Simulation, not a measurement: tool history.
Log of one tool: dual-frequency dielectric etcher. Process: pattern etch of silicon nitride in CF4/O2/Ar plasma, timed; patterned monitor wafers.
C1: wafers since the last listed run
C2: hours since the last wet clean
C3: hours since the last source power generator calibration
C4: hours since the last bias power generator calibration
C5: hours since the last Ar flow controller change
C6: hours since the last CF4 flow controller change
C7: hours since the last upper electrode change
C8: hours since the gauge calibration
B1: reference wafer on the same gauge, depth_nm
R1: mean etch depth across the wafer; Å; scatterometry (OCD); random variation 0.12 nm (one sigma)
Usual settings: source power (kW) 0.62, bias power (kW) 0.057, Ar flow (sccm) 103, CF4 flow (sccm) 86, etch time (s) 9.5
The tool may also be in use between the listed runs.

{"run": 1, "hour": 0.0, "source power (kW)": 0.62, "bias power (kW)": 0.057, "Ar flow (sccm)": 103, "CF4 flow (sccm)": 86, "etch time (s)": 8.5, "C1": 0, "C2": 409, "C3": 1873.8, "C4": 2347.2, "C5": 3966.3, "C6": 4015, "C7": 2858.4, "C8": 949.9, "B1": 21.69, "R1": 183.7}
{"hour": 22.8, "done": "gauge calibrated"}
{"hour": 43.9, "done": "wet clean of the chamber"}
{"run": 2, "hour": 50.8, "source power (kW)": 0.62, "bias power (kW)": 0.057, "Ar flow (sccm)": 103, "CF4 flow (sccm)": 86, "etch time (s)": 8.5, "C1": 354, "C2": 6.9, "C3": 1924.6, "C4": 2398, "C5": 4017.1, "C6": 4065.8, "C7": 2909.2, "C8": 28, "B1": 21.69, "R1": 185.9}
{"run": 3, "hour": 95.0, "source power (kW)": 0.62, "bias power (kW)": 0.057, "Ar flow (sccm)": 103, "CF4 flow (sccm)": 86, "etch time (s)": 8.5, "C1": 583, "C2": 51.1, "C3": 1968.8, "C4": 2442.2, "C5": 4061.3, "C6": 4110, "C7": 2953.4, "C8": 72.2, "B1": 21.7, "R1": 187.9}
{"run": 4, "hour": 142.8, "source power (kW)": 0.62, "bias power (kW)": 0.062, "Ar flow (sccm)": 103, "CF4 flow (sccm)": 86, "etch time (s)": 9.5, "C1": 631, "C2": 98.9, "C3": 2016.6, "C4": 2490, "C5": 4109.1, "C6": 4157.8, "C7": 3001.2, "C8": 120, "B1": 21.69, "R1": 215.2}
{"run": 5, "hour": 233.5, "source power (kW)": 0.62, "bias power (kW)": 0.062, "Ar flow (sccm)": 103, "CF4 flow (sccm)": 86, "etch time (s)": 9.5, "C1": 1198, "C2": 189.6, "C3": 2107.3, "C4": 2580.7, "C5": 4199.8, "C6": 4248.5, "C7": 3091.9, "C8": 210.7, "B1": 21.68, "R1": 214.2}
{"run": 6, "hour": 332.3, "source power (kW)": 0.62, "bias power (kW)": 0.062, "Ar flow (sccm)": 103, "CF4 flow (sccm)": 86, "etch time (s)": 9.5, "C1": 1305, "C2": 288.4, "C3": 2206.1, "C4": 2679.5, "C5": 4298.6, "C6": 4347.3, "C7": 3190.7, "C8": 309.5, "B1": 21.71, "R1": 215.5}
{"run": 7, "hour": 435.7, "source power (kW)": 0.62, "bias power (kW)": 0.065, "Ar flow (sccm)": 119, "CF4 flow (sccm)": 86, "etch time (s)": 9.5, "C1": 1365, "C2": 391.8, "C3": 2309.5, "C4": 2782.9, "C5": 4402, "C6": 4450.7, "C7": 3294.1, "C8": 412.9, "B1": 21.72, "R1": 214.8}
{"hour": 451.6, "done": "CF4 flow controller replaced"}
{"hour": 508.0, "done": "wet clean of the chamber"}
{"run": 8, "hour": 536.7, "source power (kW)": 0.62, "bias power (kW)": 0.065, "Ar flow (sccm)": 119, "CF4 flow (sccm)": 86, "etch time (s)": 9.5, "C1": 937, "C2": 28.7, "C3": 2410.5, "C4": 2883.9, "C5": 4503, "C6": 85.1, "C7": 3395.1, "C8": 513.9, "B1": 21.7, "R1": 216}
{"run": 9, "hour": 597.1, "source power (kW)": 0.62, "bias power (kW)": 0.065, "Ar flow (sccm)": 119, "CF4 flow (sccm)": 86, "etch time (s)": 9.5, "C1": 797, "C2": 89.1, "C3": 2470.9, "C4": 2944.3, "C5": 4563.4, "C6": 145.5, "C7": 3455.5, "C8": 574.3, "B1": 21.71, "R1": 215.6}
{"hour": 701.5, "done": "source power generator calibrated"}
{"hour": 703.7, "done": "bias power generator calibrated"}
{"run": 10, "hour": 704.2, "source power (kW)": 0.76, "bias power (kW)": 0.057, "Ar flow (sccm)": 77, "CF4 flow (sccm)": 65, "etch time (s)": 9.5, "C1": 1332, "C2": 196.2, "C3": 2.7, "C4": 0.5, "C5": 4670.5, "C6": 252.6, "C7": 3562.6, "C8": 681.4, "B1": 21.7, "R1": 247.6}
{"run": 11, "hour": 746.9, "source power (kW)": 0.62, "bias power (kW)": 0.049, "Ar flow (sccm)": 103, "CF4 flow (sccm)": 86, "etch time (s)": 8, "C1": 564, "C2": 238.9, "C3": 45.4, "C4": 43.2, "C5": 4713.2, "C6": 295.3, "C7": 3605.3, "C8": 724.1, "B1": 21.68, "R1": 165.9}
{"hour": 866.6, "done": "upper electrode replaced"}
{"run": 12, "hour": 867.1, "source power (kW)": 0.47, "bias power (kW)": 0.067, "Ar flow (sccm)": 103, "CF4 flow (sccm)": 99, "etch time (s)": 7, "C1": 1270, "C2": 359.1, "C3": 165.6, "C4": 163.4, "C5": 4833.4, "C6": 415.5, "C7": 0.5, "C8": 844.3, "B1": 21.7, "R1": 133}
{"hour": 929.8, "done": "wet clean of the chamber"}
{"hour": 930.7, "done": "Ar flow controller replaced"}
{"run": 13, "hour": 931.2, "source power (kW)": 0.62, "bias power (kW)": 0.057, "Ar flow (sccm)": 103, "CF4 flow (sccm)": 86, "etch time (s)": 9.5, "C1": 518, "C2": 1.4, "C3": 229.7, "C4": 227.5, "C5": 0.5, "C6": 479.6, "C7": 64.6, "C8": 908.4, "B1": 21.68, "R1": 208.1}

Forecast run 14:
{"run": 14, "hour": 965.2, "source power (kW)": 0.74, "bias power (kW)": 0.057, "Ar flow (sccm)": 103, "CF4 flow (sccm)": 103, "etch time (s)": 9.5, "C1": 449, "C2": 35.4, "C3": 263.7, "C4": 261.5, "C5": 34.5, "C6": 513.6, "C7": 98.6, "C8": 942.4, "B1": "?", "R1": "?"}

{"run 14": {"B1": 21.7, "R1": 246.8}}
Without the tool's hidden state the same run would have given R1 246.8 Å.

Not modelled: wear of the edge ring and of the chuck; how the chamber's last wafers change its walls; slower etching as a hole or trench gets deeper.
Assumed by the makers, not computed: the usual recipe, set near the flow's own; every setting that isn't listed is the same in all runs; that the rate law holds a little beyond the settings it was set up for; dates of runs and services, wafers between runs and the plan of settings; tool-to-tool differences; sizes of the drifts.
